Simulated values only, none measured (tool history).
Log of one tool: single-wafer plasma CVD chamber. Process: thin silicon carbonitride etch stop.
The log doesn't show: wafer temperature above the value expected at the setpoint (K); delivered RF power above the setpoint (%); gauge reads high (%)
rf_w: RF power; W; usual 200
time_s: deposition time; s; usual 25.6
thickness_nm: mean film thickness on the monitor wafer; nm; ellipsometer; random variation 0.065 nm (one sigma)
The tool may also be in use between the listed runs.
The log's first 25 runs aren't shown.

| run | hour | rf_w | time_s | wafers since the last listed run | hours since the last thermocouple change | hours since the last RF generator calibration | hours since the showerhead was replaced | hours since the gauge calibration | read-back reference wafer on the same gauge, thickness_nm | thickness_nm |
|---|---|---|---|---|---|---|---|---|---|---|
|  | 582.0 | thermocouple changed; heater temperature recalibrated |
| 26 | 598.1 | 190 | 30.4 | 594 | 16.1 | 243.6 | 404.8 | 397.5 | 12.694 | 16.261 |
| 27 | 631.5 | 160 | 21.4 | 959 | 49.5 | 277.0 | 438.2 | 430.9 | 12.696 | 10.876 |
| 28 | 654.8 | 240 | 26.9 | 669 | 72.8 | 300.3 | 461.5 | 454.2 | 12.736 | 15.136 |
| 29 | 670.6 | 200 | 25.6 | 454 | 88.6 | 316.1 | 477.3 | 470.0 | 12.709 | 13.882 |
| 30 | 706.1 | 215 | 25.6 | 1020 | 124.1 | 351.6 | 512.8 | 505.5 | 12.749 | 14.178 |
| 31 | 739.6 | 200 | 21.7 | 962 | 157.6 | 385.1 | 546.3 | 539.0 | 12.765 | 11.845 |
| 32 | 753.6 | 200 | 25.6 | 402 | 171.6 | 399.1 | 560.3 | 553.0 | 12.765 | 13.924 |
| 33 | 842.4 | 170 | 24.2 | 2551 | 260.4 | 487.9 | 649.1 | 641.8 | 12.826 | 12.689 |
| 34 | 861.6 | 225 | 25.6 | 551 | 279.6 | 507.1 | 668.3 | 661.0 | 12.838 | 14.466 |

Forecast each of these 5 alternatives for the next run:
| A | 862.0 | 200 | 30.2 | 11 | 280.0 | 507.5 | 668.7 | 661.4 | ? | ? |
| B | 862.0 | 235 | 23.9 | 11 | 280.0 | 507.5 | 668.7 | 661.4 | ? | ? |
| C | 862.0 | 180 | 21.5 | 11 | 280.0 | 507.5 | 668.7 | 661.4 | ? | ? |
| D | 862.0 | 220 | 23.6 | 11 | 280.0 | 507.5 | 668.7 | 661.4 | ? | ? |
| E | 862.0 | 230 | 29.0 | 11 | 280.0 | 507.5 | 668.7 | 661.4 | ? | ? |

| run | read-back reference wafer on the same gauge, thickness_nm | thickness_nm |
|---|---|---|
| A | 12.849 | 16.413 |
| B | 12.849 | 13.504 |
| C | 12.849 | 11.400 |
| D | 12.849 | 13.122 |
| E | 12.849 | 16.300 |
Without the tool's hidden state the same runs would have given:
| run | thickness_nm |
|---|---|
| A | 16.098 |
| B | 13.244 |
| C | 11.181 |
| D | 12.870 |
| E | 15.986 |
